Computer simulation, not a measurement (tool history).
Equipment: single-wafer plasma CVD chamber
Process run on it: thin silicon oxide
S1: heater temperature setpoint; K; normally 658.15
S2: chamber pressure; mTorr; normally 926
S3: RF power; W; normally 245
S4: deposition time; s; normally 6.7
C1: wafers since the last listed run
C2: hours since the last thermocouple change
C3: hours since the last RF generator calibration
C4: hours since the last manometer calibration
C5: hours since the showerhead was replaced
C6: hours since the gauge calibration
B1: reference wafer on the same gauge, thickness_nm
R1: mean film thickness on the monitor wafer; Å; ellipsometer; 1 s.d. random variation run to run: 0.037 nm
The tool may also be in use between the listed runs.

run	hour	S1	S2	S3	S4	C1	C2	C3	C4	C5	C6	B1	R1
1	0	658.15	926	235	6.7	0	214	996.2	220.3	6858.2	2016.5	13.691	125.63
2	57.1	658.15	926	235	6.7	1646	271.1	1053.3	277.4	6915.3	2073.6	13.702	125.28
# hour 113: gauge calibrated
3	122	658.15	926	245	6.7	1871	336	1118.2	342.3	6980.2	9	13.692	127.98
4	166.5	658.15	926	245	6.7	1283	380.5	1162.7	386.8	7024.7	53.5	13.696	128.12
5	196.5	658.15	926	245	6.7	864	410.5	1192.7	416.8	7054.7	83.5	13.706	128.86
6	225.9	658.15	926	245	6.7	847	439.9	1222.1	446.2	7084.1	112.9	13.699	127.7
7	264.8	653.15	926	245	7.58	1121	478.8	1261	485.1	7123	151.8	13.709	145.46
8	306.4	643.15	740	205	5.49	1199	520.4	1302.6	526.7	7164.6	193.4	13.692	76.82
9	341.8	658.15	926	245	5.63	1020	555.8	1338	562.1	7200	228.8	13.703	107.14
10	379.5	658.15	926	245	6.7	1086	593.5	1375.7	599.8	7237.7	266.5	13.697	128.03
11	424.6	658.15	926	245	6.17	1300	638.6	1420.8	644.9	7282.8	311.6	13.707	117.56
# hour 438: RF generator calibrated
12	470.4	658.15	862	260	6.7	1089	684.4	32.4	690.7	7328.6	357.4	13.698	122.65
13	500.8	644.15	1052	290	5.99	876	714.8	62.8	721.1	7359	387.8	13.707	137.27
14	616.3	653.15	926	230	6.7	3330	830.3	178.3	836.6	7474.5	503.3	13.708	124.94
15	665.5	673.15	926	245	6.7	1418	879.5	227.5	885.8	7523.7	552.5	13.697	126.98
16	736.1	658.15	926	245	6.7	2035	950.1	298.1	956.4	7594.3	623.1	13.689	128.05
# hour 755.1: showerhead replaced
17	771.4	658.15	926	205	6.7	787	985.4	333.4	991.7	16.3	658.4	13.694	117.94
18	809.7	658.15	926	245	6.32	1104	1023.7	371.7	1030	54.6	696.7	13.687	120.34

Run 19, settings as shown, results not yet in. Your forecast:
19	854.3	658.15	926	245	6.7	1285	1068.3	416.3	1074.6	99.2	741.3	?	?

Run 19 yielded B1 13.701, R1 127.69 Å.
Had the tool carried no hidden state, the very same run would have given R1 127.69 Å.

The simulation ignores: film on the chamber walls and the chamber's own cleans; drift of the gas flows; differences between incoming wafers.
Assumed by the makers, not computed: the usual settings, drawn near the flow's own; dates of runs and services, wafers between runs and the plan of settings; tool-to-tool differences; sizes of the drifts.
